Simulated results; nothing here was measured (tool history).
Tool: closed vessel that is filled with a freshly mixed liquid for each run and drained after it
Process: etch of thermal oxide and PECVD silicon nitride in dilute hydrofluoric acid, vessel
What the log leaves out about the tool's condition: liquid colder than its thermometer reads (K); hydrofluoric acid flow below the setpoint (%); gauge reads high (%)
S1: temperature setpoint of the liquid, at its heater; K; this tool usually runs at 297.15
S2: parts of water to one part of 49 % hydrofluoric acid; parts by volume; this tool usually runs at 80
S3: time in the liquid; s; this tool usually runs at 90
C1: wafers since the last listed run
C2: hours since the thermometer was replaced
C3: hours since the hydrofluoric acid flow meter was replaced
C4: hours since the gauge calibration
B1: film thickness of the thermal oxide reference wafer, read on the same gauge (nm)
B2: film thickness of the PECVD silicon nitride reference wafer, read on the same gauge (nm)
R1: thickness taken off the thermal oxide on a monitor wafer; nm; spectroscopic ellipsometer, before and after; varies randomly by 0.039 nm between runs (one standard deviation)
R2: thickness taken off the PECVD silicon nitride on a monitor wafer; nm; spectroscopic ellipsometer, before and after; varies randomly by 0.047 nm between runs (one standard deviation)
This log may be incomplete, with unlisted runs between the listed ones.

run 1 day=0.000 | S1=297.15 S2=55 S3=120 | C1=0 C2=1343.4 C3=303.7 C4=1335.4 | B1=29.97 B2=50.04 | R1=10.11 R2=12.45
run 2 day=3.583 | S1=297.15 S2=55 S3=120 | C1=6899 C2=1429.4 C3=389.7 C4=1421.4 | B1=30.00 B2=50.01 | R1=10.18 R2=12.27
run 3 day=5.379 | S1=297.15 S2=55 S3=120 | C1=3457 C2=1472.5 C3=432.8 C4=1464.5 | B1=30.03 B2=50.01 | R1=10.07 R2=12.37
run 4 day=7.717 | S1=297.15 S2=80 S3=90 | C1=4500 C2=1528.6 C3=488.9 C4=1520.6 | B1=30.02 B2=49.97 | R1=5.08 R2=6.32
run 5 day=11.200 | S1=297.15 S2=80 S3=90 | C1=6706 C2=1612.2 C3=572.5 C4=1604.2 | B1=30.00 B2=50.00 | R1=5.09 R2=6.49
run 6 day=14.058 | S1=298.65 S2=105 S3=90 | C1=5503 C2=1680.8 C3=641.1 C4=1672.8 | B1=29.99 B2=50.00 | R1=3.93 R2=5.40
run 7 day=15.788 | S1=298.65 S2=105 S3=90 | C1=3329 C2=1722.3 C3=682.6 C4=1714.3 | B1=30.02 B2=50.02 | R1=4.00 R2=5.43
run 8 day=17.767 | S1=297.15 S2=70 S3=130 | C1=3810 C2=1769.8 C3=730.1 C4=1761.8 | B1=29.98 B2=49.99 | R1=8.47 R2=10.56
-- day=26.446 thermometer replaced
run 9 day=30.567 | S1=297.15 S2=70 S3=130 | C1=24563 C2=98.9 C3=1037.3 C4=2069.0 | B1=29.99 B2=50.01 | R1=8.41 R2=10.49
-- day=31.812 gauge calibrated
run 10 day=33.450 | S1=297.15 S2=70 S3=130 | C1=5551 C2=168.1 C3=1106.5 C4=39.3 | B1=30.03 B2=50.01 | R1=8.45 R2=10.56
run 11 day=35.192 | S1=297.15 S2=80 S3=80 | C1=3353 C2=209.9 C3=1148.3 C4=81.1 | B1=30.01 B2=49.98 | R1=4.51 R2=5.71
run 12 day=39.021 | S1=298.15 S2=80 S3=90 | C1=7372 C2=301.8 C3=1240.2 C4=173.0 | B1=30.00 B2=49.98 | R1=5.23 R2=6.87
run 13 day=43.975 | S1=297.15 S2=80 S3=40 | C1=9538 C2=420.7 C3=1359.1 C4=291.9 | B1=29.99 B2=50.00 | R1=2.27 R2=2.85
run 14 day=45.983 | S1=299.65 S2=95 S3=90 | C1=3866 C2=468.9 C3=1407.3 C4=340.1 | B1=30.01 B2=49.98 | R1=4.61 R2=6.32
run 15 day=49.792 | S1=301.15 S2=105 S3=140 | C1=7332 C2=560.3 C3=1498.7 C4=431.5 | B1=30.01 B2=49.98 | R1=6.74 R2=9.82
run 16 day=54.000 | S1=301.65 S2=80 S3=70 | C1=8102 C2=661.3 C3=1599.7 C4=532.5 | B1=30.02 B2=50.01 | R1=4.69 R2=6.59
run 17 day=55.771 | S1=298.65 S2=105 S3=90 | C1=3409 C2=703.8 C3=1642.2 C4=575.0 | B1=30.04 B2=49.97 | R1=3.96 R2=5.40
-- day=58.296 hydrofluoric acid flow meter replaced
run 18 day=59.571 | S1=301.15 S2=105 S3=140 | C1=7235 C2=795.0 C3=30.6 C4=666.2 | B1=29.99 B2=50.01 | R1=6.67 R2=9.93
run 19 day=62.596 | S1=297.15 S2=80 S3=90 | C1=5824 C2=867.6 C3=103.2 C4=738.8 | B1=30.01 B2=49.98 | R1=5.04 R2=6.43
run 20 day=66.279 | S1=299.65 S2=105 S3=130 | C1=7091 C2=956.0 C3=191.6 C4=827.2 | B1=29.97 B2=50.00 | R1=6.03 R2=8.25
run 21 day=69.621 | S1=297.15 S2=100 S3=90 | C1=6433 C2=1036.2 C3=271.8 C4=907.4 | B1=30.02 B2=49.97 | R1=3.98 R2=5.20
run 22 day=72.233 | S1=300.65 S2=105 S3=40 | C1=5029 C2=1098.9 C3=334.5 C4=970.1 | B1=30.01 B2=50.00 | R1=1.90 R2=2.72
run 23 day=74.800 | S1=295.15 S2=50 S3=90 | C1=4941 C2=1160.5 C3=396.1 C4=1031.7 | B1=30.00 B2=49.98 | R1=7.70 R2=8.84
run 24 day=78.883 | S1=297.15 S2=80 S3=90 | C1=7861 C2=1258.5 C3=494.1 C4=1129.7 | B1=29.99 B2=50.02 | R1=5.05 R2=6.44
run 25 day=82.042 | S1=297.15 S2=95 S3=130 | C1=6080 C2=1334.3 C3=569.9 C4=1205.5 | B1=29.99 B2=50.03 | R1=6.04 R2=7.84

Hidden state at the last listed run before each entry between runs and at the first one after, where it differs:
After run 8, before run 9: thermometer replaced (day 26.446)
  no difference in the tool's unlogged condition between these two runs
After run 9, before run 10: gauge calibrated (day 31.812)
  no difference in the tool's unlogged condition between these two runs
After run 17, before run 18: hydrofluoric acid flow meter replaced (day 58.296)
  no difference in the tool's unlogged condition between these two runs
